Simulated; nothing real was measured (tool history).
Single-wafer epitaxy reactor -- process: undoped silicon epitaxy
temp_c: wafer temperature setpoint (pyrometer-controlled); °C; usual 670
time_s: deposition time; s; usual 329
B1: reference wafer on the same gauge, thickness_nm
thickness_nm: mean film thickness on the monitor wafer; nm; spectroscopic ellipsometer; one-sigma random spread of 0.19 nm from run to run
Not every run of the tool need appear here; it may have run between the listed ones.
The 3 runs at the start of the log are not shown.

Run 4, day 3.171: usual settings but temp_c 665 °C; B1 91.149. Result: thickness_nm 76.771 nm.
Run 5, day 4.383: usual settings but temp_c 665 °C; B1 91.083. Result: thickness_nm 76.839 nm.
Run 6, day 5.05: usual settings; B1 91.127. Result: thickness_nm 83.932 nm.
Run 7, day 5.983: usual settings; B1 91.158. Result: thickness_nm 84.238 nm.
Run 8, day 6.496: usual settings but time_s 377 s; B1 91.165. Result: thickness_nm 96.574 nm.
Run 9, day 7.421: usual settings but time_s 377 s; B1 91.039. Result: thickness_nm 95.963 nm.
Run 10, day 8.846: usual settings but time_s 377 s; B1 91.216. Result: thickness_nm 96.055 nm.
Run 11, day 9.846: usual settings; B1 91.118. Result: thickness_nm 83.706 nm.
Run 12, day 11.271: usual settings; B1 91.078. Result: thickness_nm 84.123 nm.
Run 13, day 12.179: usual settings; B1 91.113. Result: thickness_nm 83.703 nm.
Run 14, day 13.479: usual settings but temp_c 660 °C; B1 91.14. Result: thickness_nm 69.496 nm.
Run 15, day 14.408: usual settings but temp_c 660 °C; B1 91.028. Result: thickness_nm 69.624 nm.
Run 16, day 15.754: usual settings but temp_c 664 °C, time_s 363 s; B1 91.096. Result: thickness_nm 82.26 nm.
At day 15.871: gauge calibrated.
Run 17, day 16.983: usual settings; B1 91.175. Result: thickness_nm 83.511 nm.
Run 18, day 19.358: usual settings but temp_c 657 °C, time_s 288 s; B1 91.079. Result: thickness_nm 57.367 nm.

Estimate the outcome of run 19 from the log above:
Run 19, day 20.692: usual settings but temp_c 678 °C, time_s 308 s; B1 ?. Result: thickness_nm ?.

B1: 91.055
thickness_nm: 90.566 nm
With the hidden condition absent and the run-to-run variation left alone, this run would have shown thickness_nm 92.792 nm.
